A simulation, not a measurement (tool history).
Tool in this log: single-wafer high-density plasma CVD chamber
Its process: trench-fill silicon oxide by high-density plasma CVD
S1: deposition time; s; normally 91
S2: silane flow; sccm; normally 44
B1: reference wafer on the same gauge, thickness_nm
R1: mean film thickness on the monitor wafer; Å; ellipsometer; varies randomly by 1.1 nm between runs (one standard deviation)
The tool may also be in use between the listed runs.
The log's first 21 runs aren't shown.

run 22 hour=547.5 | S1=82.3 S2=44 | B1=429.866 | R1=3482.98
-- hour=563 silane flow controller replaced
run 23 hour=563.5 | S1=105 S2=41 | B1=430.105 | R1=4261.44
run 24 hour=587.2 | S1=91 S2=44 | B1=430.045 | R1=3948.14
run 25 hour=600.4 | S1=80.5 S2=49 | B1=430.165 | R1=3930.26
run 26 hour=631.2 | S1=96.4 S2=38 | B1=430.106 | R1=3608.74
run 27 hour=644.7 | S1=91 S2=44 | B1=430.105 | R1=3978.74
run 28 hour=675.1 | S1=78.2 S2=52 | B1=429.812 | R1=4037.28
run 29 hour=695.2 | S1=106.5 S2=51 | B1=430.396 | R1=5389.3
run 30 hour=731 | S1=98.9 S2=47 | B1=430.114 | R1=4592.55
run 31 hour=750.8 | S1=91 S2=52 | B1=429.772 | R1=4705.41
run 32 hour=778.6 | S1=109.1 S2=47 | B1=429.721 | R1=5116.45
run 33 hour=801 | S1=104.1 S2=41 | B1=429.629 | R1=4225.08
-- hour=810.5 silane flow controller replaced, repeated, since the last time left the tool worse
run 34 hour=817.3 | S1=104.8 S2=44 | B1=429.687 | R1=4263.58
run 35 hour=842.9 | S1=91 S2=44 | B1=429.628 | R1=3709.18
-- hour=873.5 gauge calibrated
run 36 hour=878.6 | S1=91 S2=44 | B1=429.749 | R1=3698.68
run 37 hour=960.4 | S1=91 S2=44 | B1=430.086 | R1=3714.41
run 38 hour=978.9 | S1=91 S2=44 | B1=429.854 | R1=3712.88
run 39 hour=999 | S1=91 S2=44 | B1=429.861 | R1=3718.93
run 40 hour=1022.7 | S1=98.3 S2=37 | B1=429.381 | R1=3356.96
run 41 hour=1050.5 | S1=91 S2=44 | B1=430.197 | R1=3709.21
run 42 hour=1067.2 | S1=91 S2=40 | B1=430.051 | R1=3383.55
run 43 hour=1096.4 | S1=91 S2=44 | B1=429.833 | R1=3690.83
run 44 hour=1124.9 | S1=74.8 S2=44 | B1=429.974 | R1=3043.15

Here are 4 independent what-if runs from the current tool condition. What would each one return?
run A hour=1125.3 | S1=98.6 S2=44 | B1=? | R1=?
run B hour=1125.3 | S1=86.2 S2=36 | B1=? | R1=?
run C hour=1125.3 | S1=85.3 S2=50 | B1=? | R1=?
run D hour=1125.3 | S1=84.7 S2=51 | B1=? | R1=?

run=A B1=430.319 R1=4026.94
run=B B1=430.319 R1=2880.42
run=C B1=430.319 R1=3958.81
run=D B1=430.319 R1=4009.58
Stripped of hidden state, with their random variation kept, the same runs would have yielded:
run=A R1=3997.87
run=B R1=2859.62
run=C R1=3930.23
run=D R1=3980.64
